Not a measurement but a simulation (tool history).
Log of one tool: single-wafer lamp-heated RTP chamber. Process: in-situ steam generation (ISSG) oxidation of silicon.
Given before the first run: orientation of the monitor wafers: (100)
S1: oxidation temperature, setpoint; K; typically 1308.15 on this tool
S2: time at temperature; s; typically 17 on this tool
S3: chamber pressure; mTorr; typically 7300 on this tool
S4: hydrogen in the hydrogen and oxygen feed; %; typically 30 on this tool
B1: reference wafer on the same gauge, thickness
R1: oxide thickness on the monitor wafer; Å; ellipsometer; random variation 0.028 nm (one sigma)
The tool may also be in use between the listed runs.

run,hour,S1,S2,S3,S4,B1,R1
1,0.0,1308.15,17,7300,30,7.538,66.10
2,43.2,1308.15,17,7300,30,7.551,66.17
3,87.9,1308.15,17,7300,30,7.570,66.41
# hour 108.3: pyrometer window cleaned and pyrometer calibrated
4,137.5,1296.15,17,7300,23,7.552,58.58
5,196.7,1296.15,17,7300,23,7.565,58.28
6,241.6,1295.15,20,7300,30,7.590,67.51
7,294.2,1303.15,17,7300,30,7.588,64.64
8,348.0,1303.15,17,7300,30,7.607,65.26
9,381.8,1308.15,17,7800,30,7.607,66.86
10,433.8,1308.15,17,7800,30,7.629,66.90
11,477.4,1308.15,17,7300,30,7.628,66.33
12,526.6,1308.15,17,7300,30,7.628,67.19
13,555.7,1308.15,17,7300,30,7.623,67.45
14,590.9,1308.15,17,7300,32,7.659,67.99
15,646.3,1308.15,17,7300,30,7.649,66.83
# hour 658.2: hydrogen flow controller replaced
16,710.3,1324.15,22,6900,30,7.658,83.01
17,776.0,1308.15,17,7300,24,7.707,63.95
# hour 834.6: pressure gauge zeroed
18,840.6,1308.15,17,8300,30,7.718,67.60
19,903.1,1290.15,19,8100,26,7.720,62.84
20,952.8,1308.15,17,8000,30,7.731,67.71
21,1009.3,1322.15,15,7300,30,7.757,69.06
22,1059.5,1292.15,22,8200,32,7.763,72.30
# hour 1104.6: pyrometer window cleaned and pyrometer calibrated
23,1197.2,1302.15,15,7300,26,7.827,60.65
24,1259.4,1296.15,17,7300,30,7.847,65.06
# hour 1263.4: gauge calibrated
25,1462.6,1308.15,17,7300,30,7.478,65.49
26,1497.4,1308.15,17,7300,30,7.481,66.06
27,1548.9,1308.15,17,7300,30,7.482,65.49
28,1605.2,1300.15,17,8200,30,7.491,62.66

Branching from run 28: 5 alternative next runs. What would each branch give?
A,1605.6,1293.15,17,7300,30,?,?
B,1605.6,1290.15,22,7300,25,?,?
C,1605.6,1302.15,15,8200,32,?,?
D,1605.6,1294.15,13,7300,32,?,?
E,1605.6,1308.15,17,6900,30,?,?

run,B1,R1
A,7.480,60.90
B,7.480,64.61
C,7.480,60.60
D,7.480,55.19
E,7.480,65.18
What these runs would have given with no unlogged condition in the tool:
run,R1
A,60.75
B,64.45
C,60.46
D,55.06
E,65.02
